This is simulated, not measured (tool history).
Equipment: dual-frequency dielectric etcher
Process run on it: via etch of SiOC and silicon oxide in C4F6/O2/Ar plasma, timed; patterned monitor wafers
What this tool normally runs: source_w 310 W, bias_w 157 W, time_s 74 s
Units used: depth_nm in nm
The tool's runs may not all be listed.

run	hour	source_w	bias_w	time_s	wafers since the last listed run	hours since the last wet clean	hours since the last source power generator calibration	hours since the last bias power generator calibration	hours since the last upper electrode change	hours since the gauge calibration	read-back reference wafer on the same gauge, depth_nm	depth_nm
1	0	310	157	74	0	428.5	1847.2	1646.5	5002.7	127.8	83.6	88.3
2	33.6	310	157	74	383	462.1	1880.8	1680.1	5036.3	161.4	83.6	88.6
3	48.7	310	157	63.5	172	477.2	1895.9	1695.2	5051.4	176.5	83.6	76.3
# hour 49.3: gauge calibrated
4	61.5	310	170	74	146	490	1908.7	1708	5064.2	12.2	83.6	91.1
# hour 117.2: wet clean of the chamber
5	117.7	310	170	74	367	0.5	1964.9	1764.2	5120.4	68.4	83.6	89.4
6	118.1	310	157	80	4	0.9	1965.3	1764.6	5120.8	68.8	83.6	94.3
7	145.6	310	157	80	314	28.4	1992.8	1792.1	5148.3	96.3	83.6	94.3
# hour 161.7: bias power generator calibrated
# hour 192.7: upper electrode replaced
8	193.2	260	140	65.5	223	76	2040.4	31.5	0.5	143.9	83.6	70.5
9	193.6	380	184	66	4	76.4	2040.8	31.9	0.9	144.3	83.6	86.6
# hour 203.3: source power generator calibrated
10	207.2	390	157	87	109	90	3.9	45.5	14.5	157.9	83.6	109.9
# hour 230.1: gauge calibrated
11	241.2	380	184	66	388	124	37.9	79.5	48.5	11.1	83.6	87.1

What will run 12 give?
12	277.2	310	157	74	411	160	73.9	115.5	84.5	47.1	?	?

read-back reference wafer on the same gauge, depth_nm: 83.6
depth_nm: 87.5 nm
Without the tool's hidden state the same run would have given depth_nm 86.8 nm.
